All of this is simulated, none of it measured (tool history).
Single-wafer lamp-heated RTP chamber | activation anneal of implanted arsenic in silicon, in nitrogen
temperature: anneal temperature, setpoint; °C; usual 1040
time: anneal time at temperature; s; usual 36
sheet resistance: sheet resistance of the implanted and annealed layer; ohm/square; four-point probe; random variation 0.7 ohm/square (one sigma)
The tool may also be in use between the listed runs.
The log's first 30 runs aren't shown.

| run | day | temperature | time | read-back reference wafer on the same gauge, sheet resistance | sheet resistance |
|---|---|---|---|---|---|
| 31 | 30.792 | 1065 | 36 | 162.92 | 130.88 |
| 32 | 31.642 | 1069 | 24 | 163.01 | 132.31 |
| 33 | 32.9 | 1029 | 21 | 162.79 | 148.09 |
| 34 | 34.271 | 1031 | 36 | 163.18 | 139.42 |
| 35 | 35.425 | 1055 | 30 | 162.64 | 133.89 |
| 36 | 36.9 | 1063 | 17 | 162.89 | 139.34 |
| 37 | 38.133 | 1040 | 36 | 162.94 | 135.05 |
| 38 | 40.254 | 1021 | 29 | 163.49 | 144.36 |

Forecast each of these 3 alternatives for the next run:
| A | 40.271 | 1040 | 28 | ? | ? |
| B | 40.271 | 1014 | 17 | ? | ? |
| C | 40.271 | 1068 | 36 | ? | ? |

| run | read-back reference wafer on the same gauge, sheet resistance | sheet resistance |
|---|---|---|
| A | 162.78 | 137.74 |
| B | 162.78 | 156.45 |
| C | 162.78 | 127.07 |
Without the tool's hidden state the same runs would have given:
| run | sheet resistance |
|---|---|
| A | 142.26 |
| B | 164.11 |
| C | 130.67 |
